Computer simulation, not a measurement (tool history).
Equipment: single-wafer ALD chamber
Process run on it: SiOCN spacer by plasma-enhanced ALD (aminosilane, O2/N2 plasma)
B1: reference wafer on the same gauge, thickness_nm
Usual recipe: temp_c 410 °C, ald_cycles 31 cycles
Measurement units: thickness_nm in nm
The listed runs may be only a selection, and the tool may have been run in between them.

Run 1, hour 0.0: usual settings; B1 1.640. Result: thickness_nm 1.712 nm.
Run 2, hour 32.2: usual settings; B1 1.639. Result: thickness_nm 1.714 nm.
Run 3, hour 62.5: usual settings; B1 1.640. Result: thickness_nm 1.707 nm.
Run 4, hour 101.9: usual settings; B1 1.640. Result: thickness_nm 1.718 nm.
Run 5, hour 279.3: usual settings; B1 1.641. Result: thickness_nm 1.732 nm.
Run 6, hour 333.1: usual settings; B1 1.640. Result: thickness_nm 1.708 nm.
Run 7, hour 370.4: usual settings; B1 1.641. Result: thickness_nm 1.717 nm.
Run 8, hour 397.7: usual settings but ald_cycles 35 cycles; B1 1.640. Result: thickness_nm 1.946 nm.
Run 9, hour 426.6: usual settings but temp_c 417 °C, ald_cycles 35 cycles; B1 1.639. Result: thickness_nm 1.890 nm.
Run 10, hour 477.2: usual settings; B1 1.639. Result: thickness_nm 1.718 nm.
At hour 491.5: gauge calibrated.
Run 11, hour 545.0: usual settings but temp_c 397 °C, ald_cycles 36 cycles; B1 1.640. Result: thickness_nm 2.055 nm.
Run 12, hour 613.8: usual settings; B1 1.641. Result: thickness_nm 1.709 nm.
At hour 667.8: thermocouple changed; heater temperature recalibrated.
Run 13, hour 668.3: usual settings but temp_c 396 °C, ald_cycles 37 cycles; B1 1.639. Result: thickness_nm 2.106 nm.
Run 14, hour 696.1: usual settings but ald_cycles 27 cycles; B1 1.639. Result: thickness_nm 1.489 nm.
Run 15, hour 755.9: usual settings but temp_c 402 °C, ald_cycles 25 cycles; B1 1.641. Result: thickness_nm 1.420 nm.
Run 16, hour 784.5: usual settings but temp_c 395 °C, ald_cycles 35 cycles; B1 1.640. Result: thickness_nm 1.999 nm.
Run 17, hour 838.0: usual settings but ald_cycles 36 cycles; B1 1.641. Result: thickness_nm 1.994 nm.

Below are 5 alternative next runs, each starting from the tool's condition after run 17. Predict each:
Run A, hour 838.5: usual settings; B1 ?. Result: thickness_nm ?.
Run B, hour 838.5: usual settings but ald_cycles 25 cycles; B1 ?. Result: thickness_nm ?.
Run C, hour 838.5: usual settings but temp_c 400 °C, ald_cycles 33 cycles; B1 ?. Result: thickness_nm ?.
Run D, hour 838.5: usual settings but temp_c 419 °C, ald_cycles 28 cycles; B1 ?. Result: thickness_nm ?.
Run E, hour 838.5: usual settings but temp_c 397 °C, ald_cycles 25 cycles; B1 ?. Result: thickness_nm ?.

run     B1  thickness_nm
  A  1.640         1.710
  B  1.640         1.379
  C  1.640         1.876
  D  1.640         1.495
  E  1.640         1.421
The same runs, with their run-to-run variation unchanged, on a tool lacking any hidden condition would have given:
run  thickness_nm
  A         1.710
  B         1.379
  C         1.876
  D         1.495
  E         1.421

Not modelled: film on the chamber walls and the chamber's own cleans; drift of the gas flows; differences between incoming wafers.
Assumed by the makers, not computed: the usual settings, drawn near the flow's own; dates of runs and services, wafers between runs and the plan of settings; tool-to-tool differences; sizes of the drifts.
